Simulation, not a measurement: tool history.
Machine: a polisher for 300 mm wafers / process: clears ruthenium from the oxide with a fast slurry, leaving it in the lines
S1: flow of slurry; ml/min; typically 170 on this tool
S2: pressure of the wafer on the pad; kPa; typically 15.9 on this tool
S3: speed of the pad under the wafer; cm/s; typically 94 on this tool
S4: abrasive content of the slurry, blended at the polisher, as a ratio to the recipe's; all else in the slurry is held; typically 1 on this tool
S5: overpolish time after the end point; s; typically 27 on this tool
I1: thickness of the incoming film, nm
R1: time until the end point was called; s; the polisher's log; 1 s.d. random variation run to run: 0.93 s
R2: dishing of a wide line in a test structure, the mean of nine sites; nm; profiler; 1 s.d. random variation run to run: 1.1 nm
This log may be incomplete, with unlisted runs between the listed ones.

run     day   S1    S2   S3    S4  S5     I1     R1    R2
  1       0  170  15.9   94  0.85  27  188.6   91.9  45.7
  2   4.167  170  15.9   94  0.85  27  190.1   96.4  43.5
      5.208  -- head pressure recalibrated
      5.225  -- slurry blender recalibrated
  3   8.062  140  15.9   94     1  27  186.8     97  44.5
  4  10.404  140  15.9   94     1  27    188   99.1  44.5
     11.712  -- worn pad replaced by a new one
      11.85  -- slurry nozzle cleaned
  5  12.383  170  15.9   94     1  27  192.3   83.4  50.3
  6  15.983  170  15.9   94     1  27  189.4   88.5  48.8
     19.725  -- slurry blender recalibrated
  7  20.033  170  15.9   94     1  27  192.9   92.5  45.9
     21.162  -- head pressure recalibrated
  8    22.5  170  15.9   94     1  27  192.3   96.3  46.6
     24.092  -- worn pad replaced by a new one
  9  25.879  170  15.9   88     1  27  190.2   91.6  45.4
 10  28.983  170  15.9   88     1  27  187.8   96.5  43.3
     29.058  -- slurry nozzle cleaned
 11  30.917  170  15.9  118     1  16  186.8   68.8  38.7
 12  33.479  170  15.9   94  0.85  27    190   99.1  42.3
     35.129  -- slurry blender recalibrated
     35.404  -- worn pad replaced by a new one
     35.538  -- head pressure recalibrated
 13   37.45  170  15.9   94  0.85  27  192.6   93.6  46.5
 14    43.6  190  17.2   94     1  37  188.2   85.3  64.1
     46.467  -- slurry nozzle cleaned
 15  47.246  185  13.1   94  1.15  27  186.2  100.4  43.8
 16    48.9  220  15.9  110     1  27  188.4   73.6  53.1
     49.112  -- worn pad replaced by a new one
     49.675  -- slurry blender recalibrated
     50.296  -- head pressure recalibrated
 17  50.688  170  13.1  106     1  27  189.8   91.5  46.4
 18  54.325  140  19.3   76     1  27  191.4   96.1  44.3
 19  57.633  130  15.9   94   1.1  32  190.4   95.5  52.1
 20  61.446  190  15.9   94   1.2  27  188.8   85.7  47.3
     62.033  -- slurry nozzle cleaned
     62.512  -- worn pad replaced by a new one
     65.558  -- slurry blender recalibrated
 21  65.679  170  17.2  110   1.2  31  190.7   61.9  67.1

Branching from run 21: 4 alternative next runs. What would each branch give?
  A  65.7  225  15.9  94    1  27  191.2   ?   ?
  B  65.7  170  21.4  94  1.2  27  191.2   ?   ?
  C  65.7  130  11.7  66    1  38  191.2   ?   ?
  D  65.7  170  17.9  72    1  13  191.2   ?   ?

run     R1    R2
  A   83.4  49.4
  B     60  62.8
  C  173.9  36.1
  D    100    23
Take away the tool's hidden state, keep each run's random variation, and the runs would have read:
run     R1    R2
  A   77.4  52.3
  B   55.3  66.2
  C  159.5  38.8
  D   92.3  24.7
